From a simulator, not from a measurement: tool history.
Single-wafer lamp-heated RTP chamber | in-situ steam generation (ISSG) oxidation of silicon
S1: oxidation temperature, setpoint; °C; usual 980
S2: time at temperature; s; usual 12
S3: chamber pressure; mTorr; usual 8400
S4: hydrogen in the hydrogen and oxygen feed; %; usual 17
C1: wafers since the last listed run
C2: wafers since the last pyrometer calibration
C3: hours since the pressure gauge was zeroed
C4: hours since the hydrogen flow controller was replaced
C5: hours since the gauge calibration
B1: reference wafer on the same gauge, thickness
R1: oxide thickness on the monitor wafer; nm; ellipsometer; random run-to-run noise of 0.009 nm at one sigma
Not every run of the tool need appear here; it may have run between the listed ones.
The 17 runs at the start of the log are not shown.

{"hour": 890.6, "done": "pyrometer window cleaned and pyrometer calibrated"}
{"run": 18, "hour": 900.0, "S1": 998, "S2": 12, "S3": 8400, "S4": 17, "C1": 427, "C2": 147, "C3": 343.8, "C4": 500.7, "C5": 728.9, "B1": 3.517, "R1": 3.829}
{"run": 19, "hour": 937.3, "S1": 960, "S2": 8, "S3": 8400, "S4": 25, "C1": 583, "C2": 731, "C3": 381.1, "C4": 538, "C5": 766.2, "B1": 3.518, "R1": 3.25}
{"run": 20, "hour": 980.2, "S1": 980, "S2": 10, "S3": 8400, "S4": 17, "C1": 671, "C2": 1402, "C3": 424, "C4": 580.9, "C5": 809.1, "B1": 3.523, "R1": 3.39}
{"run": 21, "hour": 1031.1, "S1": 987, "S2": 14, "S3": 8400, "S4": 21, "C1": 796, "C2": 2199, "C3": 474.9, "C4": 631.8, "C5": 860, "B1": 3.517, "R1": 4.183}
{"run": 22, "hour": 1094.5, "S1": 995, "S2": 12, "S3": 7100, "S4": 14, "C1": 992, "C2": 3191, "C3": 538.3, "C4": 695.2, "C5": 923.4, "B1": 3.522, "R1": 3.658}
{"run": 23, "hour": 1165.5, "S1": 980, "S2": 15, "S3": 7000, "S4": 17, "C1": 1111, "C2": 4303, "C3": 609.3, "C4": 766.2, "C5": 994.4, "B1": 3.52, "R1": 4.04}
{"run": 24, "hour": 1207.4, "S1": 980, "S2": 10, "S3": 8400, "S4": 17, "C1": 655, "C2": 4959, "C3": 651.2, "C4": 808.1, "C5": 1036.3, "B1": 3.523, "R1": 3.43}
{"run": 25, "hour": 1244.8, "S1": 980, "S2": 12, "S3": 8400, "S4": 17, "C1": 585, "C2": 5544, "C3": 688.6, "C4": 845.5, "C5": 1073.7, "B1": 3.525, "R1": 3.691}
{"run": 26, "hour": 1275.7, "S1": 980, "S2": 15, "S3": 9800, "S4": 23, "C1": 483, "C2": 6028, "C3": 719.5, "C4": 876.4, "C5": 1104.6, "B1": 3.517, "R1": 4.302}
{"run": 27, "hour": 1341.0, "S1": 980, "S2": 12, "S3": 8400, "S4": 17, "C1": 1022, "C2": 7050, "C3": 784.8, "C4": 941.7, "C5": 1169.9, "B1": 3.521, "R1": 3.729}
{"run": 28, "hour": 1382.8, "S1": 962, "S2": 9, "S3": 7100, "S4": 12, "C1": 654, "C2": 7704, "C3": 826.6, "C4": 983.5, "C5": 1211.7, "B1": 3.518, "R1": 2.885}
{"hour": 1433.2, "done": "pyrometer window cleaned and pyrometer calibrated"}
{"run": 29, "hour": 1441.7, "S1": 980, "S2": 12, "S3": 9800, "S4": 17, "C1": 796, "C2": 133, "C3": 885.5, "C4": 1042.4, "C5": 1270.6, "B1": 3.52, "R1": 3.573}
{"run": 30, "hour": 1493.2, "S1": 968, "S2": 12, "S3": 8400, "S4": 11, "C1": 806, "C2": 939, "C3": 937, "C4": 1093.9, "C5": 1322.1, "B1": 3.52, "R1": 3.17}
{"run": 31, "hour": 1548.7, "S1": 980, "S2": 12, "S3": 7400, "S4": 22, "C1": 868, "C2": 1808, "C3": 992.5, "C4": 1149.4, "C5": 1377.6, "B1": 3.52, "R1": 3.887}
{"run": 32, "hour": 1614.1, "S1": 980, "S2": 12, "S3": 9800, "S4": 12, "C1": 1023, "C2": 2832, "C3": 1057.9, "C4": 1214.8, "C5": 1443, "B1": 3.519, "R1": 3.336}

Consider 3 possible next runs. They are alternatives, not a sequence: every one starts from the tool as it was left by run 32. What does each give?
{"run": "A", "hour": 1614.5, "S1": 991, "S2": 12, "S3": 8400, "S4": 17, "C1": 6, "C2": 2838, "C3": 1058.3, "C4": 1215.2, "C5": 1443.4, "B1": "?", "R1": "?"}
{"run": "B", "hour": 1614.5, "S1": 980, "S2": 12, "S3": 7300, "S4": 17, "C1": 6, "C2": 2838, "C3": 1058.3, "C4": 1215.2, "C5": 1443.4, "B1": "?", "R1": "?"}
{"run": "C", "hour": 1614.5, "S1": 971, "S2": 10, "S3": 7600, "S4": 11, "C1": 6, "C2": 2838, "C3": 1058.3, "C4": 1215.2, "C5": 1443.4, "B1": "?", "R1": "?"}

run=A B1=3.52 R1=3.767
run=B B1=3.52 R1=3.631
run=C B1=3.52 R1=2.967
With the hidden condition removed and each run's random variation left untouched, the same runs would have given:
run=A R1=3.719
run=B R1=3.588
run=C R1=2.937
